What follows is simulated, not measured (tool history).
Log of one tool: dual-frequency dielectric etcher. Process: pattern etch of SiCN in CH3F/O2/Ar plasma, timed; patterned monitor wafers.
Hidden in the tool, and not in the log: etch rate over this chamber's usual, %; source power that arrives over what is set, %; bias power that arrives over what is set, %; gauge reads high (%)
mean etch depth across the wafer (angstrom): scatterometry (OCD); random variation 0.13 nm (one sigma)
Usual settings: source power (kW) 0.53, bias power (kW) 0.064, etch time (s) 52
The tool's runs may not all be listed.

| run | hour | source power (kW) | bias power (kW) | etch time (s) | wafers since the last listed run | hours since the last wet clean | hours since the last source power generator calibration | hours since the last bias power generator calibration | hours since the last upper electrode change | hours since the gauge calibration | read-back reference wafer on the same gauge, depth_nm | mean etch depth across the wafer (angstrom) |
|---|---|---|---|---|---|---|---|---|---|---|---|---|
| 1 | 0 | 0.53 | 0.064 | 52 | 0 | 354.6 | 3869 | 3797.8 | 2352.8 | 748.2 | 17.92 | 227.9 |
| 2 | 66.3 | 0.53 | 0.064 | 52 | 660 | 420.9 | 3935.3 | 3864.1 | 2419.1 | 814.5 | 17.9 | 231.3 |
|  | 116.4 | wet clean of the chamber |
| 3 | 165.3 | 0.53 | 0.064 | 52 | 747 | 48.9 | 4034.3 | 3963.1 | 2518.1 | 913.5 | 17.88 | 221.4 |
| 4 | 267.4 | 0.53 | 0.064 | 52 | 1017 | 151 | 4136.4 | 4065.2 | 2620.2 | 1015.6 | 17.9 | 224.1 |
| 5 | 318 | 0.53 | 0.064 | 52 | 504 | 201.6 | 4187 | 4115.8 | 2670.8 | 1066.2 | 17.89 | 224.8 |
| 6 | 370.1 | 0.61 | 0.055 | 52 | 519 | 253.7 | 4239.1 | 4167.9 | 2722.9 | 1118.3 | 17.9 | 232.3 |
| 7 | 437.1 | 0.61 | 0.055 | 52 | 667 | 320.7 | 4306.1 | 4234.9 | 2789.9 | 1185.3 | 17.91 | 233 |
| 8 | 542.2 | 0.57 | 0.064 | 52 | 1047 | 425.8 | 4411.2 | 4340 | 2895 | 1290.4 | 17.91 | 235.1 |
|  | 611.5 | upper electrode replaced |
|  | 628 | wet clean of the chamber |
| 9 | 631.1 | 0.57 | 0.064 | 52 | 482 | 3.1 | 4500.1 | 4428.9 | 19.6 | 1379.3 | 17.89 | 228.3 |
|  | 662.8 | gauge calibrated |
| 10 | 669.2 | 0.43 | 0.064 | 52 | 379 | 41.2 | 4538.2 | 4467 | 57.7 | 6.4 | 17.9 | 204.4 |
| 11 | 719.3 | 0.53 | 0.064 | 44 | 499 | 91.3 | 4588.3 | 4517.1 | 107.8 | 56.5 | 17.9 | 190.7 |
| 12 | 763.3 | 0.53 | 0.079 | 66 | 438 | 135.3 | 4632.3 | 4561.1 | 151.8 | 100.5 | 17.92 | 299.6 |
| 13 | 803.2 | 0.65 | 0.064 | 52 | 397 | 175.2 | 4672.2 | 4601 | 191.7 | 140.4 | 17.87 | 241.9 |
| 14 | 885.3 | 0.5 | 0.068 | 45 | 818 | 257.3 | 4754.3 | 4683.1 | 273.8 | 222.5 | 17.92 | 196.2 |
|  | 893.3 | source power generator calibrated |
| 15 | 927.9 | 0.53 | 0.064 | 52 | 384 | 299.9 | 34.6 | 4725.7 | 316.4 | 265.1 | 17.9 | 225.7 |
| 16 | 996.2 | 0.64 | 0.064 | 52 | 680 | 368.2 | 102.9 | 4794 | 384.7 | 333.4 | 17.89 | 245.1 |

The next listed run, before its measurement:
|  | 1003.8 | bias power generator calibrated |
|  | 1023.1 | wet clean of the chamber |
| 17 | 1073.9 | 0.53 | 0.064 | 52 | 542 | 50.8 | 180.6 | 70.1 | 462.4 | 411.1 | ? | ? |

{"run 17": {"read-back reference wafer on the same gauge, depth_nm": 17.88, "mean etch depth across the wafer (angstrom)": 222.3}}
Without the tool's hidden state the same run would have given mean etch depth across the wafer (angstrom) 222.3.

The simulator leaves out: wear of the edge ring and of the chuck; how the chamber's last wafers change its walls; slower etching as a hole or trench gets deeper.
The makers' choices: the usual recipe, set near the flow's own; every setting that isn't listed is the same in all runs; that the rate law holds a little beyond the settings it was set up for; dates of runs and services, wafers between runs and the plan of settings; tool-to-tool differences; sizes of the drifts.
